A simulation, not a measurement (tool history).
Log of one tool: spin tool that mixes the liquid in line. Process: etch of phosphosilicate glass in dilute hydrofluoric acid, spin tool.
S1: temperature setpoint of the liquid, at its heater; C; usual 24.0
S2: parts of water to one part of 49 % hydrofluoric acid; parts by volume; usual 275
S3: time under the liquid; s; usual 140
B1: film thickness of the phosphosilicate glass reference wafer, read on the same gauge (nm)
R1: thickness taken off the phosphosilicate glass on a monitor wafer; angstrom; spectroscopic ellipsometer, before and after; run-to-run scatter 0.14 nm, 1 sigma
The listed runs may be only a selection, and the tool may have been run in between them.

run    hour    S1   S2   S3     B1      R1
  1     0.0  24.0  365  140  39.98   269.9
  2    50.8  24.0  365  140  39.97   270.2
  3    91.9  24.0  365  140  39.99   270.9
  4   177.3  24.0  275  170  39.99   470.1
  5   280.6  24.0  275  170  40.01   471.1
  6   375.1  24.0  275  140  39.97   389.0
  7   466.9  24.0  275  140  40.01   390.0
  8   516.3  24.0  275  140  39.99   385.5
      656.6  -- gauge calibrated
  9   718.5  24.0  275  140  39.99   385.4
 10   755.7  24.0  275  140  40.01   387.7
      775.1  -- thermometer replaced
 11   797.5  24.0  275  140  40.01   409.4
 12   841.6  20.0  145  200  40.01  1089.2
 13   937.0  24.0  370  140  40.00   278.7
 14   991.8  24.0  415  140  39.95   239.9
     1006.6  -- hydrofluoric acid flow meter replaced
 15  1033.6  28.0  275  140  40.02   461.0
 16  1121.4  27.0  360  180  40.02   401.0
 17  1350.8  24.0  135   65  40.02   439.6
 18  1410.8  24.0  275  140  40.02   399.5
 19  1472.6  24.0  410  140  40.04   235.8
 20  1524.8  24.0  275  140  40.02   398.4
 21  1627.1  22.5  275  210  40.00   569.2
 22  1696.0  26.5  275  140  40.01   436.8

Hidden state or all else? Some run-to-run changes of R1, split into what the settings, what came in and random variation would give without the hidden state, and what is left for the hidden state (with any gauge scatter that isn't in both results):
What the log doesn't record here: liquid colder than its thermometer reads (K); hydrofluoric acid flow above the setpoint (%); gauge reads high (%).
Run 3 -> 4: S2 365 -> 275, S3 140 -> 170. R1 +199.2 angstrom: hidden state -10.5, all else +209.7.
Run 10 -> 11: thermometer replaced. R1 +21.7 angstrom: hidden state +24.5, all else -2.8.
Run 11 -> 12: S1 24.0 -> 20.0, S2 275 -> 145, S3 140 -> 200. R1 +679.8 angstrom: hidden state +3.1, all else +676.7.
Run 12 -> 13: S1 20.0 -> 24.0, S2 145 -> 370, S3 200 -> 140. R1 -810.5 angstrom: hidden state -4.2, all else -806.3.
